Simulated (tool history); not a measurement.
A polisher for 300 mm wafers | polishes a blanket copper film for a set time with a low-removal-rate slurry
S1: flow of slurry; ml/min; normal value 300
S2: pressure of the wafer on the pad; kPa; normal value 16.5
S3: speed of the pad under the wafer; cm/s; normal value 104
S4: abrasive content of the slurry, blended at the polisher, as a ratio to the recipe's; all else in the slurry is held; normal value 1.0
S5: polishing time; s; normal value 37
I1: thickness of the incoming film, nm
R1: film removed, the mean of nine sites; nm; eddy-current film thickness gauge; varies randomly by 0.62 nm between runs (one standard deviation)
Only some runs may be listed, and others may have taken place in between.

run	hour	S1	S2	S3	S4	S5	I1	R1
1	0.0	350	16.5	104	1.0	37	1079.5	83.2
# hour 13.6: worn pad replaced by a new one
2	15.9	260	16.5	104	1.0	47	1074.9	104.8
# hour 46.0: slurry blender recalibrated
3	46.5	260	16.5	104	1.0	47	1088.8	101.3
4	79.0	260	16.5	104	1.0	47	1081.3	99.9
5	107.5	300	16.5	104	1.0	37	1070.8	80.8
# hour 120.4: worn pad replaced by a new one
6	138.8	300	16.5	104	1.0	37	1072.2	81.9
7	168.5	345	16.5	104	0.9	37	1076.0	79.7
8	202.4	345	16.5	104	0.9	37	1090.2	78.3
9	221.0	345	16.5	104	0.9	37	1059.2	78.8
# hour 226.6: worn pad replaced by a new one
# hour 271.2: head pressure recalibrated
# hour 284.0: slurry blender recalibrated
# hour 319.2: worn pad replaced by a new one
10	319.7	300	11.0	104	1.0	37	1075.9	54.9
11	336.2	300	13.1	80	1.0	26	1094.2	38.1
12	358.9	300	16.5	104	1.0	37	1086.7	79.3
# hour 373.8: slurry nozzle cleaned
13	390.5	300	12.4	86	0.9	37	1074.6	55.0

What will run 14 give?
14	411.3	225	16.5	126	1.0	37	1089.4	?

{"run 14": {"R1": 93.1}}
On a tool with no hidden condition, and with the same random variation, this run would have come out at R1 98.6 nm.
